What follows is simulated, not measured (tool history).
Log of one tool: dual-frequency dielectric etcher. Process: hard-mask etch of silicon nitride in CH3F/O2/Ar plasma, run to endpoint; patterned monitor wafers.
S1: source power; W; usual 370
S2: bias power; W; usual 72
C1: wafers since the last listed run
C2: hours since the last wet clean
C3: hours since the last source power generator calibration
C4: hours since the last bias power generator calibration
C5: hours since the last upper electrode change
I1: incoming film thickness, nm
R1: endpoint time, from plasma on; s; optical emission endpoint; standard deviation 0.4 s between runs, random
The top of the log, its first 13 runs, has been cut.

run	day	S1	S2	C1	C2	C3	C4	C5	I1	R1
14	6.296	370	72	85	393.5	2473.8	2497.8	2712.6	36.33	54.5
15	6.700	370	72	79	403.2	2483.5	2507.5	2722.3	36.66	54.4
# day 8.204: wet clean of the chamber
16	8.225	370	72	103	0.5	2520.1	2544.1	2758.9	36.85	58.7
17	8.238	330	61	0	0.8	2520.4	2544.4	2759.2	36.20	65.4
# day 8.392: bias power generator calibrated
18	8.512	370	72	23	7.4	2527.0	2.9	2765.8	36.22	57.5
19	9.029	370	60	101	19.8	2539.4	15.3	2778.2	36.41	62.7
20	9.450	310	87	82	29.9	2549.5	25.4	2788.3	36.10	55.3
21	10.175	420	57	142	47.3	2566.9	42.8	2805.7	35.72	60.3
22	10.521	370	72	68	55.6	2575.2	51.1	2814.0	36.32	57.7
# day 11.608: upper electrode replaced
23	11.629	370	72	21	82.2	2601.8	77.7	0.5	36.03	56.7
24	11.642	370	57	2	82.5	2602.1	78.0	0.8	36.35	64.1
25	12.117	370	89	93	93.9	2613.5	89.4	12.2	36.10	51.0
26	12.679	450	79	110	107.4	2627.0	102.9	25.7	36.59	50.2
# day 12.850: source power generator calibrated
27	13.346	370	82	98	123.4	11.9	118.9	41.7	36.64	53.7
28	14.017	370	72	132	139.5	28.0	135.0	57.8	36.48	56.2
29	14.654	410	61	125	154.8	43.3	150.3	73.1	36.90	59.4
30	15.304	350	67	127	170.4	58.9	165.9	88.7	36.07	58.7
31	15.838	370	72	104	183.2	71.7	178.7	101.5	36.12	56.4
32	16.571	340	62	144	200.8	89.3	196.3	119.1	36.27	63.2
33	16.850	290	78	54	207.5	96.0	203.0	125.8	36.37	58.9
34	17.354	370	61	99	219.6	108.1	215.1	137.9	36.63	61.6

Alternative continuations, all from the tool just after run 34; predict every row:
A	17.371	370	72	3	220.0	108.5	215.5	138.3	36.61	?
B	17.371	430	81	3	220.0	108.5	215.5	138.3	36.61	?
C	17.371	410	72	3	220.0	108.5	215.5	138.3	36.61	?
D	17.371	450	66	3	220.0	108.5	215.5	138.3	36.61	?
E	17.371	370	65	3	220.0	108.5	215.5	138.3	36.61	?

run	R1
A	56.1
B	50.0
C	53.8
D	54.1
E	58.9
Take away the tool's hidden state, keep each run's random variation, and the runs would have read:
run	R1
A	57.0
B	50.8
C	54.8
D	55.0
E	59.9
